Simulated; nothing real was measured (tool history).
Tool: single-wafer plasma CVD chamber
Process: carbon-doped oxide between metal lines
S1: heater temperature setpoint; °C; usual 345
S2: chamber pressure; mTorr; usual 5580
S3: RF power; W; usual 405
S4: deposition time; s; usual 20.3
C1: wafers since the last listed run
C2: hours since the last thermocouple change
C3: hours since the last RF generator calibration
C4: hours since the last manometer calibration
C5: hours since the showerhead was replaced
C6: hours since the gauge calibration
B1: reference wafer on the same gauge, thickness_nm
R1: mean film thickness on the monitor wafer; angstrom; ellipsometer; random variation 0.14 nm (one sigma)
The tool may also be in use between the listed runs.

| run | hour | S1 | S2 | S3 | S4 | C1 | C2 | C3 | C4 | C5 | C6 | B1 | R1 |
|---|---|---|---|---|---|---|---|---|---|---|---|---|---|
| 1 | 0 | 345 | 5580 | 405 | 20.3 | 0 | 2786.8 | 1353.1 | 1684.5 | 8043 | 389.4 | 103.306 | 927.09 |
| 2 | 12.1 | 345 | 5580 | 405 | 20.3 | 255 | 2798.9 | 1365.2 | 1696.6 | 8055.1 | 401.5 | 103.302 | 928.79 |
| 3 | 35.1 | 345 | 6410 | 405 | 18.2 | 485 | 2821.9 | 1388.2 | 1719.6 | 8078.1 | 424.5 | 103.314 | 847.36 |
| 4 | 63.4 | 345 | 6410 | 405 | 18.2 | 597 | 2850.2 | 1416.5 | 1747.9 | 8106.4 | 452.8 | 103.287 | 848.94 |
| 5 | 77.2 | 345 | 6410 | 405 | 18.2 | 291 | 2864 | 1430.3 | 1761.7 | 8120.2 | 466.6 | 103.272 | 844.42 |
| 6 | 112.1 | 345 | 5580 | 405 | 20.3 | 736 | 2898.9 | 1465.2 | 1796.6 | 8155.1 | 501.5 | 103.3 | 926.44 |
|  | 153.4 | RF generator calibrated |
| 7 | 153.9 | 345 | 5880 | 405 | 20.3 | 713 | 2940.7 | 0.5 | 1838.4 | 8196.9 | 543.3 | 103.321 | 934.09 |
| 8 | 160.4 | 345 | 5880 | 405 | 20.3 | 137 | 2947.2 | 7 | 1844.9 | 8203.4 | 549.8 | 103.263 | 934.01 |
| 9 | 174.2 | 345 | 5580 | 405 | 20.3 | 291 | 2961 | 20.8 | 1858.7 | 8217.2 | 563.6 | 103.273 | 928.69 |
| 10 | 190.4 | 345 | 5880 | 405 | 20.3 | 341 | 2977.2 | 37 | 1874.9 | 8233.4 | 579.8 | 103.299 | 936.74 |
|  | 192.5 | gauge calibrated |
| 11 | 212.8 | 349 | 6770 | 405 | 20.3 | 472 | 2999.6 | 59.4 | 1897.3 | 8255.8 | 20.3 | 103.326 | 935.78 |
|  | 234.9 | showerhead replaced |
| 12 | 263.2 | 345 | 5580 | 405 | 20.3 | 894 | 3050 | 109.8 | 1947.7 | 28.3 | 70.7 | 103.349 | 925.99 |
| 13 | 282.2 | 334 | 5580 | 365 | 20.3 | 400 | 3069 | 128.8 | 1966.7 | 47.3 | 89.7 | 103.349 | 873.53 |
|  | 294.9 | capacitance manometer re-zeroed and calibrated |
| 14 | 318 | 345 | 4630 | 405 | 20.3 | 586 | 3104.8 | 164.6 | 23.1 | 83.1 | 125.5 | 103.25 | 914.45 |
| 15 | 352.9 | 345 | 5580 | 405 | 20.3 | 736 | 3139.7 | 199.5 | 58 | 118 | 160.4 | 103.32 | 937.93 |
|  | 361.1 | thermocouple changed; heater temperature recalibrated |
| 16 | 385.2 | 345 | 5580 | 405 | 20.3 | 512 | 24.1 | 231.8 | 90.3 | 150.3 | 192.7 | 103.274 | 916.02 |
| 17 | 400.9 | 345 | 4210 | 405 | 20.3 | 331 | 39.8 | 247.5 | 106 | 166 | 208.4 | 103.289 | 876.75 |
| 18 | 420 | 358 | 4550 | 340 | 22.9 | 402 | 58.9 | 266.6 | 125.1 | 185.1 | 227.5 | 103.308 | 800.71 |
| 19 | 432.4 | 345 | 5580 | 405 | 23.5 | 261 | 71.3 | 279 | 137.5 | 197.5 | 239.9 | 103.263 | 1057.01 |
| 20 | 462.5 | 345 | 5580 | 330 | 16.4 | 635 | 101.4 | 309.1 | 167.6 | 227.6 | 270 | 103.335 | 599.32 |
| 21 | 490.6 | 345 | 5580 | 485 | 18.5 | 592 | 129.5 | 337.2 | 195.7 | 255.7 | 298.1 | 103.258 | 977.04 |
| 22 | 511 | 360 | 5580 | 405 | 17.7 | 430 | 149.9 | 357.6 | 216.1 | 276.1 | 318.5 | 103.298 | 760.93 |
| 23 | 536.3 | 345 | 5580 | 405 | 22.1 | 533 | 175.2 | 382.9 | 241.4 | 301.4 | 343.8 | 103.329 | 993.59 |
| 24 | 555.7 | 330 | 5070 | 460 | 22.3 | 409 | 194.6 | 402.3 | 260.8 | 320.8 | 363.2 | 103.322 | 1175.27 |
| 25 | 585.9 | 334 | 6840 | 405 | 22.4 | 637 | 224.8 | 432.5 | 291 | 351 | 393.4 | 103.224 | 1069.25 |
| 26 | 613.9 | 345 | 5580 | 405 | 20.3 | 590 | 252.8 | 460.5 | 319 | 379 | 421.4 | 103.363 | 913.79 |
| 27 | 641.7 | 345 | 6600 | 450 | 18.7 | 586 | 280.6 | 488.3 | 346.8 | 406.8 | 449.2 | 103.28 | 946.17 |
|  | 642.5 | gauge calibrated |
| 28 | 726 | 345 | 4560 | 460 | 23.5 | 1778 | 364.9 | 572.6 | 431.1 | 491.1 | 83.5 | 103.315 | 1150.51 |
| 29 | 760 | 351 | 6620 | 440 | 22.8 | 717 | 398.9 | 606.6 | 465.1 | 525.1 | 117.5 | 103.319 | 1107.81 |

Some steps in R1 between neighbouring runs. How much of each would the tool show without its hidden state too (settings, what came in, random variation), and how much is left for the hidden state, with any gauge scatter that isn't in both results?
The hidden state here: wafer temperature above the value expected at the setpoint (K); delivered RF power above the setpoint (%); true pressure above the setpoint (%); gauge reads high (%).
Run 13 -> 14: S1 334 -> 345, S2 5580 -> 4630, S3 365 -> 405, capacitance manometer re-zeroed and calibrated. R1 +40.92 angstrom: hidden state +7.65, all else +33.27.
Run 15 -> 16: thermocouple changed; heater temperature recalibrated. R1 -21.91 angstrom: hidden state -24.52, all else +2.61.
Run 19 -> 20: S3 405 -> 330, S4 23.5 -> 16.4. R1 -457.69 angstrom: hidden state +0.15, all else -457.84.
Run 20 -> 21: S3 330 -> 485, S4 16.4 -> 18.5. R1 +377.72 angstrom: hidden state +0.02, all else +377.7.
